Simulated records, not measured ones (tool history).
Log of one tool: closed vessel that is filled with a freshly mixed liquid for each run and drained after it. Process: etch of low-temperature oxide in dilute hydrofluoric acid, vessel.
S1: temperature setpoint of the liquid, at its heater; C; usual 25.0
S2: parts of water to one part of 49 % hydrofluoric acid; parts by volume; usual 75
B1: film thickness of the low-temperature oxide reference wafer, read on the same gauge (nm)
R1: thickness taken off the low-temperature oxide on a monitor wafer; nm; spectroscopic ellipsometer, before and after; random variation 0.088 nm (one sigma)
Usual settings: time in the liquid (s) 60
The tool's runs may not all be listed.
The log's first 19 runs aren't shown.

{"run": 20, "day": 26.208, "S1": 27.5, "S2": 75, "time in the liquid (s)": 60, "B1": 139.98, "R1": 31.85}
{"run": 21, "day": 27.621, "S1": 22.5, "S2": 75, "time in the liquid (s)": 95, "B1": 140.01, "R1": 41.26}
{"run": 22, "day": 28.942, "S1": 25.0, "S2": 75, "time in the liquid (s)": 45, "B1": 139.95, "R1": 21.74}
{"run": 23, "day": 30.171, "S1": 23.0, "S2": 85, "time in the liquid (s)": 35, "B1": 139.98, "R1": 13.63}
{"run": 24, "day": 31.554, "S1": 21.0, "S2": 75, "time in the liquid (s)": 60, "B1": 139.98, "R1": 24.68}
{"run": 25, "day": 32.821, "S1": 20.0, "S2": 75, "time in the liquid (s)": 80, "B1": 140.02, "R1": 31.41}
{"run": 26, "day": 36.888, "S1": 30.0, "S2": 110, "time in the liquid (s)": 60, "B1": 140.04, "R1": 22.87}
{"run": 27, "day": 38.221, "S1": 25.0, "S2": 45, "time in the liquid (s)": 40, "B1": 139.99, "R1": 33.56}
{"run": 28, "day": 39.596, "S1": 25.0, "S2": 75, "time in the liquid (s)": 70, "B1": 139.95, "R1": 33.9}
{"run": 29, "day": 40.442, "S1": 23.5, "S2": 75, "time in the liquid (s)": 40, "B1": 139.95, "R1": 18.27}
{"run": 30, "day": 41.467, "S1": 20.5, "S2": 100, "time in the liquid (s)": 80, "B1": 140.0, "R1": 23.53}
{"run": 31, "day": 44.058, "S1": 25.0, "S2": 75, "time in the liquid (s)": 30, "B1": 140.01, "R1": 14.47}

Forecast each of these 5 alternatives for the next run:
{"run": "A", "day": 44.088, "S1": 25.0, "S2": 75, "time in the liquid (s)": 60, "B1": "?", "R1": "?"}
{"run": "B", "day": 44.088, "S1": 27.0, "S2": 50, "time in the liquid (s)": 60, "B1": "?", "R1": "?"}
{"run": "C", "day": 44.088, "S1": 22.5, "S2": 110, "time in the liquid (s)": 60, "B1": "?", "R1": "?"}
{"run": "D", "day": 44.088, "S1": 25.0, "S2": 85, "time in the liquid (s)": 60, "B1": "?", "R1": "?"}
{"run": "E", "day": 44.088, "S1": 21.5, "S2": 85, "time in the liquid (s)": 85, "B1": "?", "R1": "?"}

run=A B1=139.97 R1=29.02
run=B B1=139.97 R1=48.79
run=C B1=139.97 R1=17.16
run=D B1=139.97 R1=25.28
run=E B1=139.97 R1=31.10
Without the tool's hidden state the same runs would have given:
run=A R1=28.63
run=B R1=48.15
run=C R1=16.92
run=D R1=24.94
run=E R1=30.68

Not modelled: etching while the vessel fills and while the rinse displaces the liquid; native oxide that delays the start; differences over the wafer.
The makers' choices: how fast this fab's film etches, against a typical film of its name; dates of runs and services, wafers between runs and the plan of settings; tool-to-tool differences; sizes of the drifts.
